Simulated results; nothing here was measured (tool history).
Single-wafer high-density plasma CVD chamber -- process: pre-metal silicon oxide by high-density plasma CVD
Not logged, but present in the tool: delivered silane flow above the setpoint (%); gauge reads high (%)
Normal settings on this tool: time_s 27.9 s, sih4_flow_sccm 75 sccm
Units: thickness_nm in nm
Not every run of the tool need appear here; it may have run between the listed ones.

run      day  time_s  sih4_flow_sccm  wafers since the last listed run  hours since the silane flow controller was replaced  hours since the gauge calibration  read-back reference wafer on the same gauge, thickness_nm  thickness_nm
  1        0    27.9              75                                 0                                                 1777                              784.1                                                    186.838       215.029
  2     3.15    27.9              75                              1967                                               1852.6                              859.7                                                    187.221       216.122
  3    5.179    27.9              75                              1267                                               1901.3                              908.4                                                    186.935        215.43
  4    9.079    27.9              75                              2436                                               1994.9                               1002                                                    186.824       214.989
  5   18.804    27.9              75                              6075                                               2228.3                             1235.4                                                    186.741       216.031
  6   20.688    27.9              81                              1176                                               2273.5                             1280.6                                                    186.968       229.073
  7   29.446    27.9              81                              5471                                               2483.7                             1490.8                                                     187.08       229.876
  8   33.938    27.9              81                              2806                                               2591.5                             1598.6                                                    186.874       231.042
  9   37.346    27.9              75                              2129                                               2673.3                             1680.4                                                    187.163        218.96
 10   40.217    26.6              75                              1793                                               2742.2                             1749.3                                                    186.881       208.297
 11    42.45    29.8              75                              1395                                               2795.8                             1802.9                                                    186.955        232.41
 12   45.979    27.9              75                              2204                                               2880.5                             1887.6                                                    186.994       217.115
 13   48.829    27.9              75                              1780                                               2948.9                               1956                                                    187.035       216.795
 14   51.908    27.9              75                              1923                                               3022.8                             2029.9                                                    187.001       218.641
 15   55.788    27.9              75                              2423                                               3115.9                               2123                                                    187.154       217.732
      62.608  -- gauge calibrated
 16   66.925    27.9              63                              6957                                               3383.2                              103.6                                                    187.029       194.084
 17   71.092    27.9              63                              2603                                               3483.2                              203.6                                                    186.957         193.3
      73.238  -- silane flow controller replaced
 18    74.55    27.9              63                              1952                                                 31.5                              286.6                                                    187.012       188.665
 19   77.062    27.9              75                              1569                                                 91.8                              346.9                                                    187.202       213.152
 20     78.8    27.9              75                              1085                                                133.5                              388.6                                                    187.102       214.811
 21   82.858    27.9              75                              2535                                                230.9                                486                                                    186.973       213.254
 22   86.288    27.9              75                              2142                                                313.2                              568.3                                                    186.856       212.905
 23   90.596    26.1              66                              2691                                                416.6                              671.7                                                    187.187       183.467
 24   94.462    27.9              75                              2415                                                509.4                              764.5                                                    186.951        213.25
 25   98.854    27.9              67                              2743                                                614.8                              869.9                                                    186.994       198.472
 26  101.346    27.9              75                              1556                                                674.6                              929.7                                                    187.228        214.87
 27   103.45    24.9              66                              1314                                                725.1                              980.2                                                    187.068       175.082
 28  106.442    31.8              84                              1868                                                796.9                               1052                                                     186.98       267.117
 29  109.404    27.9              75                              1850                                                  868                             1123.1                                                    186.801       213.972
 30  110.942    27.9              75                               960                                                904.9                               1160                                                    186.909       214.463
 31  113.467    24.2              62                              1577                                                965.5                             1220.6                                                    187.224       162.994
 32  116.708    26.4              80                              2025                                               1043.3                             1298.4                                                    186.747       213.268
 33   119.75    32.2              82                              1900                                               1116.3                             1371.4                                                     186.97       265.946
 34    123.7    31.3              81                              2467                                               1211.1                             1466.2                                                    186.792       256.316
 35  125.883    23.1              89                              1363                                               1263.5                             1518.6                                                    186.927       203.752
 36  129.512    29.9              62                              2267                                               1350.6                             1605.7                                                    186.921       201.472
 37  132.608    24.4              75                              1934                                               1424.9                               1680                                                    187.084       188.647
 38  144.875    27.9              75                              7663                                               1719.3                             1974.4                                                    187.051         216.9
 39  148.138    27.9              75                              2038                                               1797.6                             2052.7                                                    186.814       217.246
 40    152.2    30.5              69                              2537                                               1895.1                             2150.2                                                    186.999       223.868
 41  154.596    25.9              65                              1496                                               1952.6                             2207.7                                                    187.104       183.013
 42  158.262    27.9              75                              2290                                               2040.6                             2295.7                                                     186.84       218.736
 43  160.454    27.9              75                              1369                                               2093.2                             2348.3                                                    187.155       217.068
 44  162.242      30              75                              1116                                               2136.1                             2391.2                                                    187.031       235.326
 45  164.392    27.9              75                              1343                                               2187.7                             2442.8                                                    186.967       218.472

5 ways to go on from here, each from the tool as it stands after run 45. What would each give?
  A  164.408    27.9              75                                10                                               2188.1                             2443.2                                                          ?             ?
  B  164.408    25.8              85                                10                                               2188.1                             2443.2                                                          ?             ?
  C  164.408    29.5              85                                10                                               2188.1                             2443.2                                                          ?             ?
  D  164.408      30              88                                10                                               2188.1                             2443.2                                                          ?             ?
  E  164.408    32.6              79                                10                                               2188.1                             2443.2                                                          ?             ?

run  read-back reference wafer on the same gauge, thickness_nm  thickness_nm
  A                                                    186.921       218.694
  B                                                    186.921       221.701
  C                                                    186.921       253.495
  D                                                    186.921       264.583
  E                                                    186.921       265.375
Had the tool no hidden state, the same runs would have come out as:
run  thickness_nm
  A       214.372
  B        217.32
  C       248.486
  D       259.354
  E        260.13
